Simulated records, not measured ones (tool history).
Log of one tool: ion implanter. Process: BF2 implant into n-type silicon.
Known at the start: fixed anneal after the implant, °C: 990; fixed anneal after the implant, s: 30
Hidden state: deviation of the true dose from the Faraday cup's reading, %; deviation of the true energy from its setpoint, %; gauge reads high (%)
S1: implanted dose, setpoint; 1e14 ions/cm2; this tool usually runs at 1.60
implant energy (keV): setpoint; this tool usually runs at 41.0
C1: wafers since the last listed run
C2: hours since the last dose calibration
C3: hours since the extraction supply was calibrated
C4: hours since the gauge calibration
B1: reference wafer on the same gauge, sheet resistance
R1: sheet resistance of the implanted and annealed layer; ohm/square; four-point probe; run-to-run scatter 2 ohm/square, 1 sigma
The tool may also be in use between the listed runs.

{"run": 1, "day": 0.0, "S1": 1.98, "implant energy (keV)": 41.0, "C1": 0, "C2": 402.9, "C3": 4410.1, "C4": 907.3, "B1": 716.31, "R1": 544.4}
{"run": 2, "day": 1.054, "S1": 1.6, "implant energy (keV)": 41.0, "C1": 700, "C2": 428.2, "C3": 4435.4, "C4": 932.6, "B1": 716.92, "R1": 644.69}
{"run": 3, "day": 7.671, "S1": 1.6, "implant energy (keV)": 41.0, "C1": 4396, "C2": 587.0, "C3": 4594.2, "C4": 1091.4, "B1": 717.06, "R1": 642.42}
{"run": 4, "day": 10.446, "S1": 1.6, "implant energy (keV)": 41.0, "C1": 1844, "C2": 653.6, "C3": 4660.8, "C4": 1158.0, "B1": 716.62, "R1": 639.07}
{"run": 5, "day": 12.2, "S1": 1.6, "implant energy (keV)": 41.0, "C1": 1165, "C2": 695.7, "C3": 4702.9, "C4": 1200.1, "B1": 716.85, "R1": 642.55}
{"run": 6, "day": 15.167, "S1": 1.6, "implant energy (keV)": 41.0, "C1": 1971, "C2": 766.9, "C3": 4774.1, "C4": 1271.3, "B1": 717.04, "R1": 635.6}
{"run": 7, "day": 18.146, "S1": 1.6, "implant energy (keV)": 41.0, "C1": 1979, "C2": 838.4, "C3": 4845.6, "C4": 1342.8, "B1": 716.74, "R1": 635.09}
{"run": 8, "day": 20.121, "S1": 1.6, "implant energy (keV)": 41.0, "C1": 1312, "C2": 885.8, "C3": 4893.0, "C4": 1390.2, "B1": 716.82, "R1": 634.69}
{"run": 9, "day": 25.538, "S1": 1.6, "implant energy (keV)": 48.5, "C1": 3599, "C2": 1015.8, "C3": 5023.0, "C4": 1520.2, "B1": 717.65, "R1": 620.25}
{"day": 27.688, "done": "Faraday cup replaced and dose calibrated"}
{"run": 10, "day": 28.033, "S1": 1.6, "implant energy (keV)": 48.5, "C1": 1437, "C2": 8.3, "C3": 5082.9, "C4": 1580.1, "B1": 716.54, "R1": 637.57}
{"day": 29.008, "done": "gauge calibrated"}
{"run": 11, "day": 29.712, "S1": 1.88, "implant energy (keV)": 41.0, "C1": 1115, "C2": 48.6, "C3": 5123.2, "C4": 16.9, "B1": 717.94, "R1": 572.1}
{"run": 12, "day": 31.412, "S1": 1.6, "implant energy (keV)": 41.0, "C1": 1129, "C2": 89.4, "C3": 5164.0, "C4": 57.7, "B1": 716.14, "R1": 644.19}
{"run": 13, "day": 34.112, "S1": 1.48, "implant energy (keV)": 41.0, "C1": 1794, "C2": 154.2, "C3": 5228.8, "C4": 122.5, "B1": 717.05, "R1": 685.43}
{"run": 14, "day": 35.258, "S1": 1.48, "implant energy (keV)": 41.0, "C1": 761, "C2": 181.7, "C3": 5256.3, "C4": 150.0, "B1": 717.35, "R1": 684.1}
{"run": 15, "day": 36.721, "S1": 1.71, "implant energy (keV)": 41.0, "C1": 971, "C2": 216.8, "C3": 5291.4, "C4": 185.1, "B1": 716.36, "R1": 611.02}
{"run": 16, "day": 38.329, "S1": 1.38, "implant energy (keV)": 29.5, "C1": 1068, "C2": 255.4, "C3": 5330.0, "C4": 223.7, "B1": 717.28, "R1": 753.77}
{"run": 17, "day": 40.688, "S1": 1.83, "implant energy (keV)": 51.5, "C1": 1567, "C2": 312.0, "C3": 5386.6, "C4": 280.3, "B1": 716.7, "R1": 565.04}
{"run": 18, "day": 41.912, "S1": 1.6, "implant energy (keV)": 41.0, "C1": 814, "C2": 341.4, "C3": 5416.0, "C4": 309.7, "B1": 716.54, "R1": 642.43}
{"run": 19, "day": 43.246, "S1": 1.42, "implant energy (keV)": 30.5, "C1": 886, "C2": 373.4, "C3": 5448.0, "C4": 341.7, "B1": 717.38, "R1": 726.23}
{"run": 20, "day": 44.279, "S1": 1.4, "implant energy (keV)": 27.5, "C1": 686, "C2": 398.2, "C3": 5472.8, "C4": 366.5, "B1": 717.3, "R1": 747.28}
{"run": 21, "day": 46.271, "S1": 1.6, "implant energy (keV)": 31.5, "C1": 1323, "C2": 446.0, "C3": 5520.6, "C4": 414.3, "B1": 717.19, "R1": 661.73}
{"run": 22, "day": 47.75, "S1": 1.6, "implant energy (keV)": 41.0, "C1": 982, "C2": 481.5, "C3": 5556.1, "C4": 449.8, "B1": 717.02, "R1": 638.29}
{"run": 23, "day": 50.0, "S1": 1.6, "implant energy (keV)": 41.0, "C1": 1495, "C2": 535.5, "C3": 5610.1, "C4": 503.8, "B1": 716.75, "R1": 638.41}
{"run": 24, "day": 52.996, "S1": 1.97, "implant energy (keV)": 49.5, "C1": 1990, "C2": 607.4, "C3": 5682.0, "C4": 575.7, "B1": 716.94, "R1": 533.67}
{"day": 53.667, "done": "extraction supply calibrated"}
{"run": 25, "day": 54.658, "S1": 1.13, "implant energy (keV)": 55.0, "C1": 883, "C2": 647.3, "C3": 23.8, "C4": 615.6, "B1": 717.45, "R1": 799.46}
{"run": 26, "day": 56.221, "S1": 1.6, "implant energy (keV)": 41.0, "C1": 1038, "C2": 684.8, "C3": 61.3, "C4": 653.1, "B1": 717.37, "R1": 638.4}
{"run": 27, "day": 59.062, "S1": 1.88, "implant energy (keV)": 41.0, "C1": 1888, "C2": 753.0, "C3": 129.5, "C4": 721.3, "B1": 717.1, "R1": 556.53}
{"run": 28, "day": 61.121, "S1": 1.6, "implant energy (keV)": 33.0, "C1": 1367, "C2": 802.4, "C3": 178.9, "C4": 770.7, "B1": 716.96, "R1": 650.86}
{"run": 29, "day": 63.633, "S1": 2.05, "implant energy (keV)": 41.0, "C1": 1669, "C2": 862.7, "C3": 239.2, "C4": 831.0, "B1": 717.31, "R1": 523.34}
{"run": 30, "day": 64.771, "S1": 1.6, "implant energy (keV)": 41.0, "C1": 755, "C2": 890.0, "C3": 266.5, "C4": 858.3, "B1": 717.37, "R1": 635.71}
{"run": 31, "day": 66.842, "S1": 1.6, "implant energy (keV)": 41.0, "C1": 1376, "C2": 939.7, "C3": 316.2, "C4": 908.0, "B1": 716.68, "R1": 632.77}
{"run": 32, "day": 68.771, "S1": 1.74, "implant energy (keV)": 30.5, "C1": 1281, "C2": 986.0, "C3": 362.5, "C4": 954.3, "B1": 716.62, "R1": 608.2}
{"run": 33, "day": 72.171, "S1": 1.6, "implant energy (keV)": 33.0, "C1": 2259, "C2": 1067.6, "C3": 444.1, "C4": 1035.9, "B1": 716.81, "R1": 644.97}
{"day": 74.812, "done": "Faraday cup replaced and dose calibrated"}
{"run": 34, "day": 74.833, "S1": 1.85, "implant energy (keV)": 35.5, "C1": 1547, "C2": 0.5, "C3": 508.0, "C4": 1099.8, "B1": 717.03, "R1": 586.83}
{"run": 35, "day": 76.133, "S1": 2.02, "implant energy (keV)": 41.0, "C1": 863, "C2": 31.7, "C3": 539.2, "C4": 1131.0, "B1": 716.79, "R1": 536.83}
{"run": 36, "day": 78.879, "S1": 1.6, "implant energy (keV)": 37.0, "C1": 1824, "C2": 97.6, "C3": 605.1, "C4": 1196.9, "B1": 716.32, "R1": 652.09}

A few steps of R1 between consecutive runs. Split each: what settings, incoming material and random variation would produce without the hidden state, and what is left over for the hidden state, along with gauge scatter present in only one of the two compared results (measured, and without hidden state):
Run 9 -> 10: Faraday cup replaced and dose calibrated. R1 +17.32 ohm/square: hidden state +14.81, all else +2.51.
Run 16 -> 17: S1 1.38 -> 1.83, implant energy (keV) 29.5 -> 51.5. R1 -188.73 ohm/square: hidden state +0.77, all else -189.50.
Run 24 -> 25: S1 1.97 -> 1.13, implant energy (keV) 49.5 -> 55.0, extraction supply calibrated. R1 +265.79 ohm/square: hidden state -5.10, all else +270.89.
Run 25 -> 26: S1 1.13 -> 1.60, implant energy (keV) 55.0 -> 41.0. R1 -161.06 ohm/square: hidden state +2.11, all else -163.17.
Run 33 -> 34: S1 1.60 -> 1.85, implant energy (keV) 33.0 -> 35.5, Faraday cup replaced and dose calibrated. R1 -58.14 ohm/square: hidden state +17.11, all else -75.25.
